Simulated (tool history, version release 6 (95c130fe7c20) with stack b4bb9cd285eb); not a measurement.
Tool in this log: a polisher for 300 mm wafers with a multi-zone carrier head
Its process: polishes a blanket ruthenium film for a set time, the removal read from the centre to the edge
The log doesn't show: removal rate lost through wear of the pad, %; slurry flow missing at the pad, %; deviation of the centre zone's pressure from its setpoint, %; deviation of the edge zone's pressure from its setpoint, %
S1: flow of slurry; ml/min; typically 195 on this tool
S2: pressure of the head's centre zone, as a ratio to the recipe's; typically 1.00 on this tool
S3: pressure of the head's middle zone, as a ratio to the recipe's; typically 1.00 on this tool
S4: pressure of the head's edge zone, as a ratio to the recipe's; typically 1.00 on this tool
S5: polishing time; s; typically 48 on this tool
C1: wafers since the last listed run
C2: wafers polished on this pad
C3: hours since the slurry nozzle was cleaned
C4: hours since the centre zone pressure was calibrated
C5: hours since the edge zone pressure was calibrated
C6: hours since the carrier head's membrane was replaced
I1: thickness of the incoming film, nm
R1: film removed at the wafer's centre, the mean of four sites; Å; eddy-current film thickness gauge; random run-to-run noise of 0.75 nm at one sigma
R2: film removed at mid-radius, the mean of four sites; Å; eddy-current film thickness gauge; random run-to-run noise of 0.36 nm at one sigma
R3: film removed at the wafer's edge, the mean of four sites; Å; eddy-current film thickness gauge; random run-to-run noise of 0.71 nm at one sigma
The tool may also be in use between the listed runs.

Run 1, hour 0.0: usual settings; C1 0; C2 817; C3 456.0; C4 968.8; C5 526.7; C6 1596.6; I1 625.5. Result: R1 543 Å, R2 541 Å, R3 519 Å.
Run 2, hour 8.4: usual settings; C1 105; C2 922; C3 464.4; C4 977.2; C5 535.1; C6 1605.0; I1 619.9. Result: R1 541 Å, R2 529 Å, R3 519 Å.
Run 3, hour 22.1: usual settings but S4 0.91; C1 171; C2 1093; C3 478.1; C4 990.9; C5 548.8; C6 1618.7; I1 626.0. Result: R1 528 Å, R2 526 Å, R3 497 Å.
Run 4, hour 33.9: usual settings but S4 0.91; C1 147; C2 1241; C3 489.9; C4 1002.7; C5 560.6; C6 1630.5; I1 626.5. Result: R1 525 Å, R2 515 Å, R3 484 Å.
Run 5, hour 41.1: usual settings; C1 90; C2 1331; C3 497.1; C4 1009.9; C5 567.8; C6 1637.7; I1 631.5. Result: R1 513 Å, R2 510 Å, R3 487 Å.
At hour 47.3: worn pad replaced by a new one.
Run 6, hour 58.6: usual settings; C1 168; C2 141; C3 514.6; C4 1027.4; C5 585.3; C6 1655.2; I1 617.0. Result: R1 558 Å, R2 550 Å, R3 534 Å.
Run 7, hour 77.1: usual settings; C1 231; C2 372; C3 533.1; C4 1045.9; C5 603.8; C6 1673.7; I1 628.7. Result: R1 556 Å, R2 545 Å, R3 534 Å.
Run 8, hour 85.9: usual settings; C1 110; C2 482; C3 541.9; C4 1054.7; C5 612.6; C6 1682.5; I1 630.6. Result: R1 557 Å, R2 539 Å, R3 537 Å.
Run 9, hour 94.3: usual settings; C1 105; C2 587; C3 550.3; C4 1063.1; C5 621.0; C6 1690.9; I1 629.9. Result: R1 535 Å, R2 534 Å, R3 507 Å.
Run 10, hour 103.9: usual settings; C1 120; C2 707; C3 559.9; C4 1072.7; C5 630.6; C6 1700.5; I1 642.4. Result: R1 530 Å, R2 530 Å, R3 511 Å.
Run 11, hour 111.6: usual settings but S3 1.11, S4 1.09; C1 96; C2 804; C3 567.6; C4 1080.4; C5 638.3; C6 1708.2; I1 617.9. Result: R1 525 Å, R2 573 Å, R3 518 Å.
At hour 125.2: centre zone pressure recalibrated.
At hour 132.9: carrier head's membrane replaced by a new one.
Run 12, hour 133.4: usual settings but S2 0.94, S3 0.90, S4 0.89, S5 39 s; C1 185; C2 989; C3 589.4; C4 8.2; C5 660.1; C6 0.5; I1 623.7. Result: R1 412 Å, R2 382 Å, R3 392 Å.
Run 13, hour 138.3: usual settings but S2 0.92, S4 0.95; C1 61; C2 1050; C3 594.3; C4 13.1; C5 665.0; C6 5.4; I1 635.2. Result: R1 498 Å, R2 507 Å, R3 492 Å.
At hour 158.9: edge zone pressure recalibrated.
At hour 171.6: worn pad replaced by a new one.
At hour 173.2: slurry nozzle cleaned.
Run 14, hour 180.8: usual settings; C1 444; C2 103; C3 7.6; C4 55.6; C5 21.9; C6 47.9; I1 626.2. Result: R1 580 Å, R2 574 Å, R3 557 Å.
Run 15, hour 193.0: usual settings but S1 145 ml/min, S3 1.03; C1 152; C2 255; C3 19.8; C4 67.8; C5 34.1; C6 60.1; I1 630.3. Result: R1 537 Å, R2 555 Å, R3 522 Å.
Run 16, hour 202.7: usual settings but S1 130 ml/min, S4 1.11; C1 121; C2 376; C3 29.5; C4 77.5; C5 43.8; C6 69.8; I1 630.8. Result: R1 520 Å, R2 521 Å, R3 522 Å.
Run 17, hour 210.1: usual settings but S4 1.08; C1 92; C2 469; C3 36.9; C4 84.9; C5 51.2; C6 77.2; I1 633.7. Result: R1 562 Å, R2 562 Å, R3 549 Å.
Run 18, hour 227.6: usual settings but S4 0.91; C1 218; C2 688; C3 54.4; C4 102.4; C5 68.7; C6 94.7; I1 640.7. Result: R1 544 Å, R2 548 Å, R3 518 Å.
Run 19, hour 244.4: usual settings; C1 210; C2 898; C3 71.2; C4 119.2; C5 85.5; C6 111.5; I1 629.5. Result: R1 538 Å, R2 535 Å, R3 534 Å.
At hour 286.8: worn pad replaced by a new one.
Run 20, hour 290.7: usual settings but S1 160 ml/min, S2 1.03, S4 0.97, S5 61 s; C1 529; C2 48; C3 117.5; C4 165.5; C5 131.8; C6 157.8; I1 628.0. Result: R1 718 Å, R2 709 Å, R3 682 Å.
Run 21, hour 306.2: usual settings but S1 145 ml/min, S3 0.89, S4 0.90, S5 33 s; C1 193; C2 242; C3 133.0; C4 181.0; C5 147.3; C6 173.3; I1 634.3. Result: R1 370 Å, R2 334 Å, R3 361 Å.

What differs in the tool's unlogged condition from the final listed run ahead of each entry between runs to the first listed run following it?
From run 5 to run 6: worn pad replaced by a new one (hour 47.3)
  removal rate lost through wear of the pad, %: 12.3 -> 4.94
  measured value less the no-hidden-state value, R1: -72 -> -29 Å; R2: -72 -> -29 Å; R3: -69 -> -28 Å
From run 11 to run 12: centre zone pressure recalibrated (hour 125.2); carrier head's membrane replaced by a new one (hour 132.9)
  removal rate lost through wear of the pad, %: 10.4 -> 12.7
  measured value less the no-hidden-state value, R1: -60 -> -60 Å; R2: -67 -> -55 Å; R3: -61 -> -57 Å
From run 13 to run 14: edge zone pressure recalibrated (hour 158.9); worn pad replaced by a new one (hour 171.6); slurry nozzle cleaned (hour 173.2)
  removal rate lost through wear of the pad, %: 13.2 -> 1.53
  measured value less the no-hidden-state value, R1: -76 -> -9 Å; R2: -77 -> -8 Å; R3: -75 -> -9 Å
From run 19 to run 20: worn pad replaced by a new one (hour 286.8)
  removal rate lost through wear of the pad, %: 8.09 -> 1.07
  measured value less the no-hidden-state value, R1: -48 -> -8 Å; R2: -47 -> -8 Å; R3: -47 -> -7 Å

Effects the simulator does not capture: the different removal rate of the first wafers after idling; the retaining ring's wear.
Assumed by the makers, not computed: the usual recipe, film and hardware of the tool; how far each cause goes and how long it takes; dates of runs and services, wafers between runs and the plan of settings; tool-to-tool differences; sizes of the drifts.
